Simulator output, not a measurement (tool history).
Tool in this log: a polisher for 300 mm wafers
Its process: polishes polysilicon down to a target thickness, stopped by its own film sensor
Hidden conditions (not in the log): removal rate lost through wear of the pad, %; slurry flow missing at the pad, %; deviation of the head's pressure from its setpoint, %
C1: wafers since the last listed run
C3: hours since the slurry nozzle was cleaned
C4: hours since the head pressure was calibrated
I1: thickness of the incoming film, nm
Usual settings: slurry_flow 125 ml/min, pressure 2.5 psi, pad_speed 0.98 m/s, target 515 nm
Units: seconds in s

{"run": 1, "hour": 0.0, "slurry_flow": 125, "pressure": 2.5, "pad_speed": 0.98, "target": 515, "C1": 0, "wafers polished on this pad": 2525, "C3": 240.6, "C4": 741.9, "I1": 797.1, "seconds": 37.7}
{"run": 2, "hour": 58.4, "slurry_flow": 125, "pressure": 2.5, "pad_speed": 0.98, "target": 515, "C1": 870, "wafers polished on this pad": 3396, "C3": 299, "C4": 800.3, "I1": 784, "seconds": 36.8}
{"run": 3, "hour": 118.1, "slurry_flow": 125, "pressure": 2.5, "pad_speed": 0.98, "target": 515, "C1": 890, "wafers polished on this pad": 4286, "C3": 358.7, "C4": 860, "I1": 792.2, "seconds": 36.8}
{"hour": 164.1, "done": "worn pad replaced by a new one"}
{"hour": 197.6, "done": "slurry nozzle cleaned"}
{"run": 4, "hour": 208.3, "slurry_flow": 125, "pressure": 2.5, "pad_speed": 0.98, "target": 515, "C1": 1270, "wafers polished on this pad": 643, "C3": 10.7, "C4": 950.2, "I1": 789.8, "seconds": 36.1}
{"run": 5, "hour": 259.9, "slurry_flow": 125, "pressure": 2.5, "pad_speed": 0.98, "target": 515, "C1": 769, "wafers polished on this pad": 1412, "C3": 62.3, "C4": 1001.8, "I1": 797.9, "seconds": 37.8}
{"run": 6, "hour": 323.1, "slurry_flow": 125, "pressure": 2.5, "pad_speed": 0.78, "target": 466, "C1": 942, "wafers polished on this pad": 2355, "C3": 125.5, "C4": 1065, "I1": 792.4, "seconds": 51.7}
{"run": 7, "hour": 374.6, "slurry_flow": 125, "pressure": 2.5, "pad_speed": 0.98, "target": 515, "C1": 767, "wafers polished on this pad": 3122, "C3": 177, "C4": 1116.5, "I1": 793.7, "seconds": 36.7}
{"run": 8, "hour": 424.0, "slurry_flow": 125, "pressure": 2.5, "pad_speed": 1.12, "target": 515, "C1": 736, "wafers polished on this pad": 3859, "C3": 226.4, "C4": 1165.9, "I1": 806.8, "seconds": 34.6}
{"hour": 485.8, "done": "worn pad replaced by a new one"}
{"run": 9, "hour": 488.8, "slurry_flow": 125, "pressure": 2.5, "pad_speed": 1.12, "target": 515, "C1": 906, "wafers polished on this pad": 44, "C3": 291.2, "C4": 1230.7, "I1": 799.6, "seconds": 33.9}
{"run": 10, "hour": 563.8, "slurry_flow": 125, "pressure": 2.5, "pad_speed": 0.98, "target": 515, "C1": 1118, "wafers polished on this pad": 1163, "C3": 366.2, "C4": 1305.7, "I1": 810.4, "seconds": 38.8}
{"hour": 577.1, "done": "head pressure recalibrated"}
{"run": 11, "hour": 626.2, "slurry_flow": 125, "pressure": 2.5, "pad_speed": 0.98, "target": 515, "C1": 900, "wafers polished on this pad": 2063, "C3": 428.6, "C4": 49.1, "I1": 793.5, "seconds": 37.7}
{"run": 12, "hour": 701.4, "slurry_flow": 140, "pressure": 3.1, "pad_speed": 0.98, "target": 515, "C1": 1121, "wafers polished on this pad": 3184, "C3": 503.8, "C4": 124.3, "I1": 806, "seconds": 30.6}
{"hour": 711.9, "done": "slurry nozzle cleaned"}
{"run": 13, "hour": 788.5, "slurry_flow": 125, "pressure": 2.5, "pad_speed": 0.98, "target": 515, "C1": 1283, "wafers polished on this pad": 4468, "C3": 76.6, "C4": 211.4, "I1": 810.2, "seconds": 39.7}
{"hour": 828.9, "done": "worn pad replaced by a new one"}
{"run": 14, "hour": 870.6, "slurry_flow": 125, "pressure": 2.7, "pad_speed": 0.98, "target": 564, "C1": 1164, "wafers polished on this pad": 622, "C3": 158.7, "C4": 293.5, "I1": 798.6, "seconds": 29.2}
{"run": 15, "hour": 954.1, "slurry_flow": 145, "pressure": 2.1, "pad_speed": 0.86, "target": 588, "C1": 1244, "wafers polished on this pad": 1866, "C3": 242.2, "C4": 377, "I1": 789.5, "seconds": 35}
{"run": 16, "hour": 1018.5, "slurry_flow": 90, "pressure": 2.9, "pad_speed": 0.7, "target": 597, "C1": 960, "wafers polished on this pad": 2827, "C3": 306.6, "C4": 441.4, "I1": 804.6, "seconds": 34.3}
{"run": 17, "hour": 1089.6, "slurry_flow": 125, "pressure": 2.5, "pad_speed": 0.98, "target": 515, "C1": 1059, "wafers polished on this pad": 3887, "C3": 377.7, "C4": 512.5, "I1": 800.1, "seconds": 37.5}
{"hour": 1144.3, "done": "worn pad replaced by a new one"}
{"run": 18, "hour": 1190.6, "slurry_flow": 125, "pressure": 2.5, "pad_speed": 0.88, "target": 515, "C1": 1446, "wafers polished on this pad": 690, "C3": 478.7, "C4": 613.5, "I1": 793.3, "seconds": 40.8}
{"hour": 1212.4, "done": "slurry nozzle cleaned"}
{"run": 19, "hour": 1288.0, "slurry_flow": 90, "pressure": 2.7, "pad_speed": 1.1, "target": 515, "C1": 1437, "wafers polished on this pad": 2127, "C3": 75.6, "C4": 710.9, "I1": 799.2, "seconds": 35.2}
{"run": 20, "hour": 1337.5, "slurry_flow": 155, "pressure": 2.9, "pad_speed": 0.64, "target": 515, "C1": 737, "wafers polished on this pad": 2865, "C3": 125.1, "C4": 760.4, "I1": 794, "seconds": 40.7}
{"run": 21, "hour": 1440.8, "slurry_flow": 125, "pressure": 2.5, "pad_speed": 0.98, "target": 515, "C1": 1540, "wafers polished on this pad": 4405, "C3": 228.4, "C4": 863.7, "I1": 804.3, "seconds": 39}
{"hour": 1539.4, "done": "worn pad replaced by a new one"}
{"run": 22, "hour": 1692.1, "slurry_flow": 105, "pressure": 2.5, "pad_speed": 1.22, "target": 515, "C1": 3686, "wafers polished on this pad": 2277, "C3": 479.7, "C4": 1115, "I1": 784.7, "seconds": 31.7}
{"hour": 1694.2, "done": "slurry nozzle cleaned"}
{"run": 23, "hour": 1756.4, "slurry_flow": 125, "pressure": 2.5, "pad_speed": 0.98, "target": 515, "C1": 943, "wafers polished on this pad": 3220, "C3": 62.2, "C4": 1179.3, "I1": 792.4, "seconds": 36.7}

What if the next run were any one of these 3? Each begins from the tool's condition after run 23:
{"run": "A", "hour": 1756.8, "slurry_flow": 125, "pressure": 2.2, "pad_speed": 0.98, "target": 515, "C1": 5, "wafers polished on this pad": 3226, "C3": 62.6, "C4": 1179.7, "I1": 804.7, "seconds": "?"}
{"run": "B", "hour": 1756.8, "slurry_flow": 100, "pressure": 2.5, "pad_speed": 0.84, "target": 515, "C1": 5, "wafers polished on this pad": 3226, "C3": 62.6, "C4": 1179.7, "I1": 804.7, "seconds": "?"}
{"run": "C", "hour": 1756.8, "slurry_flow": 145, "pressure": 1.9, "pad_speed": 0.98, "target": 515, "C1": 5, "wafers polished on this pad": 3226, "C3": 62.6, "C4": 1179.7, "I1": 804.7, "seconds": "?"}

run=A seconds=44.2
run=B seconds=46.3
run=C seconds=49.6
Had the tool no hidden state, the same runs would have come out as:
run=A seconds=44.2
run=B seconds=46.3
run=C seconds=49.6
